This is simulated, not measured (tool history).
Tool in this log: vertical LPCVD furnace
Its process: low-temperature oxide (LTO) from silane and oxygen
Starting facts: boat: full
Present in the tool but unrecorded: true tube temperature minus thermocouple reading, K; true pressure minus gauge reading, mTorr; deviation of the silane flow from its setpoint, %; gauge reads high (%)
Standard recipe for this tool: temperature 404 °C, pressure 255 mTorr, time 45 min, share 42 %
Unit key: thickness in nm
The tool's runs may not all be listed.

run    hour  temperature  pressure  time  share  wafers since the last listed run  hours since the last temperature calibration  hours since the pressure gauge was zeroed  hours since the silane flow controller was replaced  hours since the gauge calibration  read-back reference wafer on the same gauge, thickness  thickness
  1       0          404       255    45     42                                 0                                        3034.8                                     3702.3                                               4305.7                              892.9                                                  544.09      480.6
  2    83.9          404       255    45     42                               911                                        3118.7                                     3786.2                                               4389.6                              976.8                                                  543.29     474.76
  3     168          404       255    45     42                               913                                        3202.8                                     3870.3                                               4473.7                             1060.9                                                  540.86     481.21
  4   220.4          404       255    45     42                               569                                        3255.2                                     3922.7                                               4526.1                             1113.3                                                  540.12     478.06
  5   300.6          404       255    45     42                               871                                        3335.4                                     4002.9                                               4606.3                             1193.5                                                  539.61     475.88
  6   363.6          404       255    45     42                               684                                        3398.4                                     4065.9                                               4669.3                             1256.5                                                  537.65     471.46
      454.4  -- gauge calibrated
      457.6  -- pressure gauge zeroed
      461.9  -- silane flow controller replaced
  7   462.4          404       255    45     42                               765                                        3497.2                                        4.8                                                  0.5                                  8                                                  549.14      482.6
  8   549.5          404       255    45     48                               946                                        3584.3                                       91.9                                                 87.6                               95.1                                                  548.98     554.71
  9   610.5          400       255    45     42                               662                                        3645.3                                      152.9                                                148.6                              156.1                                                  550.01     460.57
 10   671.9          400       255    45     42                               666                                        3706.7                                      214.3                                                  210                              217.5                                                  548.95     462.76
        705  -- thermocouples replaced and temperature profile calibrated
 11   760.4          404       255    30     48                               700                                          55.4                                      302.8                                                298.5                                306                                                  548.33     369.05
 12   863.2          415       280    55     38                              1116                                         158.2                                      405.6                                                401.3                              408.8                                                   547.4     646.31
 13   902.2          410       295    53     38                               423                                         197.2                                      444.6                                                440.3                              447.8                                                   548.3     620.92
 14   996.6          409       295    45     36                              1025                                         291.6                                        539                                                534.7                              542.2                                                  545.69     485.54
 15  1050.8          404       210    45     42                               588                                         345.8                                      593.2                                                588.9                              596.4                                                  544.93     391.42
 16  1099.7          404       255  58.5     42                               531                                         394.7                                      642.1                                                637.8                              645.3                                                  545.17     623.66

What if the next run were any one of these 4? Each begins from the tool's condition after run 16:
  A  1105          404       255    45     50                                57                                           400                                      647.4                                                643.1                              650.6                                                       ?          ?
  B  1105          410       305    45     34                                57                                           400                                      647.4                                                643.1                              650.6                                                       ?          ?
  C  1105          398       200    39     35                                57                                           400                                      647.4                                                643.1                              650.6                                                       ?          ?
  D  1105          404       290    60     38                                57                                           400                                      647.4                                                643.1                              650.6                                                       ?          ?

run  read-back reference wafer on the same gauge, thickness  thickness
  A                                                  545.53     563.12
  B                                                  545.53     468.08
  C                                                  545.53     241.37
  D                                                  545.53     640.72
Take away the tool's hidden state, keep each run's random variation, and the runs would have read:
run  thickness
  A     569.43
  B     473.33
  C     244.08
  D     647.91

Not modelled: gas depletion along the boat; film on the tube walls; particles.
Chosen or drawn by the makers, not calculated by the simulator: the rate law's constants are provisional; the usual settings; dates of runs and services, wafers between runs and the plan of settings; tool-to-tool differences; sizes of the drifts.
